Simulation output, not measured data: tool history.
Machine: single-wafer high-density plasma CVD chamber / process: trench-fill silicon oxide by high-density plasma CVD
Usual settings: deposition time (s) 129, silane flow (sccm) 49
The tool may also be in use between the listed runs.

run	day	deposition time (s)	silane flow (sccm)	read-back reference wafer on the same gauge, thickness_nm	mean film thickness on the monitor wafer (Å)
1	0.000	118	49	565.268	6243.26
2	0.704	123	49	565.071	6515.55
3	2.483	123	49	564.967	6499.72
4	3.633	129	49	565.132	6826.22
5	3.917	129	49	565.114	6824.26
6	4.542	129	49	564.675	6844.36
7	5.038	129	49	565.193	6853.87
8	5.738	129	53	565.099	7428.17
9	6.308	129	49	564.735	6832.67
10	6.979	129	49	564.849	6844.19
11	7.562	129	49	565.025	6860.14
12	8.075	129	49	564.794	6860.25
13	8.742	129	49	565.000	6867.75
# day 9.192: gauge calibrated
14	9.204	129	49	565.172	6873.00
15	9.762	129	49	565.007	6849.17
16	10.175	129	49	564.583	6869.14
17	10.529	129	49	565.029	6848.25
18	10.896	129	49	564.752	6844.73
19	11.454	129	49	564.856	6853.81
20	13.654	120	49	564.910	6392.90
21	14.458	129	49	565.039	6874.87
22	14.829	129	49	565.226	6875.45
23	15.171	145	49	564.996	7694.23
24	15.908	139	52	565.107	7845.51
25	16.204	140	44	564.881	6695.87
26	16.817	136	40	565.035	5908.35
27	18.492	129	49	565.130	6873.52
28	18.942	129	49	565.255	6844.97
29	19.546	146	58	565.073	9178.91
# day 20.092: silane flow controller replaced
30	20.112	105	41	564.790	4428.72
31	20.183	129	55	565.027	7276.38
32	20.771	129	46	564.769	6115.43
33	21.462	122	40	565.052	5019.74
34	22.196	149	49	564.767	7523.16
35	23.142	129	49	565.091	6505.18
36	23.704	129	49	564.957	6513.13
37	24.042	115	42	564.789	4983.07
38	24.633	129	49	564.832	6520.39
39	24.921	129	45	565.333	5973.79
40	25.583	129	49	565.035	6512.26
41	27.254	129	49	564.882	6512.41
42	27.679	112	49	564.931	5657.27
43	28.292	129	54	565.015	7185.93

3 ways to go on from here, each from the tool as it stands after run 43. What would each give?
A	28.308	155	49	?	?
B	28.308	129	52	?	?
C	28.308	140	41	?	?

run	read-back reference wafer on the same gauge, thickness_nm	mean film thickness on the monitor wafer (Å)
A	564.875	7844.34
B	564.875	6928.22
C	564.875	5928.44
Had the tool no hidden state, the same runs would have come out as:
run	mean film thickness on the monitor wafer (Å)
A	7801.37
B	6890.27
C	5895.97
